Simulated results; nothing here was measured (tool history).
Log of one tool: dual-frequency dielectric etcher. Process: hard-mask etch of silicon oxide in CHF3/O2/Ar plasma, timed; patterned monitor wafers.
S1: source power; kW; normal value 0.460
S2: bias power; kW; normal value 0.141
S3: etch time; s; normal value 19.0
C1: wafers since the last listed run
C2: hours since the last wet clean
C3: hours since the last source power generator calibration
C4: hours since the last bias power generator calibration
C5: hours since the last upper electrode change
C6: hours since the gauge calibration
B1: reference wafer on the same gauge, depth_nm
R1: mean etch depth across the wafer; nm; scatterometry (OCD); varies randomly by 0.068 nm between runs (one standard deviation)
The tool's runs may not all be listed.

{"run": 1, "hour": 0.0, "S1": 0.55, "S2": 0.141, "S3": 19.0, "C1": 0, "C2": 38.4, "C3": 1424.8, "C4": 3624.1, "C5": 1377.0, "C6": 1121.1, "B1": 25.9, "R1": 33.62}
{"run": 2, "hour": 58.4, "S1": 0.46, "S2": 0.141, "S3": 19.0, "C1": 798, "C2": 96.8, "C3": 1483.2, "C4": 3682.5, "C5": 1435.4, "C6": 1179.5, "B1": 25.87, "R1": 31.14}
{"run": 3, "hour": 123.9, "S1": 0.46, "S2": 0.141, "S3": 19.0, "C1": 896, "C2": 162.3, "C3": 1548.7, "C4": 3748.0, "C5": 1500.9, "C6": 1245.0, "B1": 25.88, "R1": 31.16}
{"run": 4, "hour": 168.3, "S1": 0.46, "S2": 0.134, "S3": 19.0, "C1": 607, "C2": 206.7, "C3": 1593.1, "C4": 3792.4, "C5": 1545.3, "C6": 1289.4, "B1": 25.88, "R1": 30.59}
{"run": 5, "hour": 235.3, "S1": 0.46, "S2": 0.134, "S3": 19.0, "C1": 916, "C2": 273.7, "C3": 1660.1, "C4": 3859.4, "C5": 1612.3, "C6": 1356.4, "B1": 25.89, "R1": 30.73}
{"hour": 249.8, "done": "gauge calibrated"}
{"hour": 283.2, "done": "bias power generator calibrated"}
{"run": 6, "hour": 287.4, "S1": 0.46, "S2": 0.134, "S3": 19.0, "C1": 658, "C2": 325.8, "C3": 1712.2, "C4": 4.2, "C5": 1664.4, "C6": 37.6, "B1": 25.9, "R1": 30.7}
{"run": 7, "hour": 314.6, "S1": 0.46, "S2": 0.141, "S3": 19.0, "C1": 372, "C2": 353.0, "C3": 1739.4, "C4": 31.4, "C5": 1691.6, "C6": 64.8, "B1": 25.88, "R1": 31.24}
{"run": 8, "hour": 344.6, "S1": 0.46, "S2": 0.158, "S3": 23.0, "C1": 410, "C2": 383.0, "C3": 1769.4, "C4": 61.4, "C5": 1721.6, "C6": 94.8, "B1": 25.89, "R1": 38.91}
{"run": 9, "hour": 387.5, "S1": 0.46, "S2": 0.165, "S3": 23.0, "C1": 586, "C2": 425.9, "C3": 1812.3, "C4": 104.3, "C5": 1764.5, "C6": 137.7, "B1": 25.88, "R1": 39.47}
{"run": 10, "hour": 456.6, "S1": 0.46, "S2": 0.162, "S3": 19.0, "C1": 945, "C2": 495.0, "C3": 1881.4, "C4": 173.4, "C5": 1833.6, "C6": 206.8, "B1": 25.91, "R1": 32.49}
{"run": 11, "hour": 486.7, "S1": 0.46, "S2": 0.141, "S3": 19.0, "C1": 411, "C2": 525.1, "C3": 1911.5, "C4": 203.5, "C5": 1863.7, "C6": 236.9, "B1": 25.91, "R1": 31.07}
{"hour": 550.9, "done": "wet clean of the chamber"}
{"run": 12, "hour": 551.4, "S1": 0.51, "S2": 0.118, "S3": 24.5, "C1": 556, "C2": 0.5, "C3": 1976.2, "C4": 268.2, "C5": 1928.4, "C6": 301.6, "B1": 25.88, "R1": 40.18}
{"run": 13, "hour": 588.9, "S1": 0.41, "S2": 0.173, "S3": 19.0, "C1": 513, "C2": 38.0, "C3": 2013.7, "C4": 305.7, "C5": 1965.9, "C6": 339.1, "B1": 25.89, "R1": 31.31}
{"hour": 632.2, "done": "upper electrode replaced"}
{"run": 14, "hour": 632.7, "S1": 0.46, "S2": 0.119, "S3": 23.0, "C1": 270, "C2": 81.8, "C3": 2057.5, "C4": 349.5, "C5": 0.5, "C6": 382.9, "B1": 25.93, "R1": 36.08}
{"run": 15, "hour": 675.0, "S1": 0.57, "S2": 0.141, "S3": 21.5, "C1": 578, "C2": 124.1, "C3": 2099.8, "C4": 391.8, "C5": 42.8, "C6": 425.2, "B1": 25.92, "R1": 38.58}
{"hour": 683.6, "done": "source power generator calibrated"}
{"run": 16, "hour": 734.5, "S1": 0.5, "S2": 0.151, "S3": 21.0, "C1": 759, "C2": 183.6, "C3": 50.9, "C4": 451.3, "C5": 102.3, "C6": 484.7, "B1": 25.9, "R1": 36.28}
{"run": 17, "hour": 791.6, "S1": 0.41, "S2": 0.168, "S3": 19.0, "C1": 781, "C2": 240.7, "C3": 108.0, "C4": 508.4, "C5": 159.4, "C6": 541.8, "B1": 25.89, "R1": 31.1}
{"run": 18, "hour": 828.0, "S1": 0.46, "S2": 0.141, "S3": 19.0, "C1": 498, "C2": 277.1, "C3": 144.4, "C4": 544.8, "C5": 195.8, "C6": 578.2, "B1": 25.89, "R1": 31.02}
{"run": 19, "hour": 866.4, "S1": 0.46, "S2": 0.127, "S3": 19.0, "C1": 525, "C2": 315.5, "C3": 182.8, "C4": 583.2, "C5": 234.2, "C6": 616.6, "B1": 25.91, "R1": 30.15}
{"run": 20, "hour": 917.4, "S1": 0.46, "S2": 0.127, "S3": 15.0, "C1": 697, "C2": 366.5, "C3": 233.8, "C4": 634.2, "C5": 285.2, "C6": 667.6, "B1": 25.89, "R1": 23.92}
{"run": 21, "hour": 966.7, "S1": 0.35, "S2": 0.171, "S3": 23.5, "C1": 674, "C2": 415.8, "C3": 283.1, "C4": 683.5, "C5": 334.5, "C6": 716.9, "B1": 25.9, "R1": 36.13}
{"run": 22, "hour": 1035.9, "S1": 0.57, "S2": 0.122, "S3": 24.5, "C1": 946, "C2": 485.0, "C3": 352.3, "C4": 752.7, "C5": 403.7, "C6": 786.1, "B1": 25.91, "R1": 42.29}
{"run": 23, "hour": 1082.1, "S1": 0.37, "S2": 0.169, "S3": 19.0, "C1": 632, "C2": 531.2, "C3": 398.5, "C4": 798.9, "C5": 449.9, "C6": 832.3, "B1": 25.88, "R1": 29.84}

Forecast run 24:
{"run": 24, "hour": 1146.2, "S1": 0.4, "S2": 0.12, "S3": 22.0, "C1": 876, "C2": 595.3, "C3": 462.6, "C4": 863.0, "C5": 514.0, "C6": 896.4, "B1": "?", "R1": "?"}

For run 24 the tool returned B1 25.88, R1 32.73 nm.
With no hidden state in the tool, this same run would have given R1 32.73 nm.
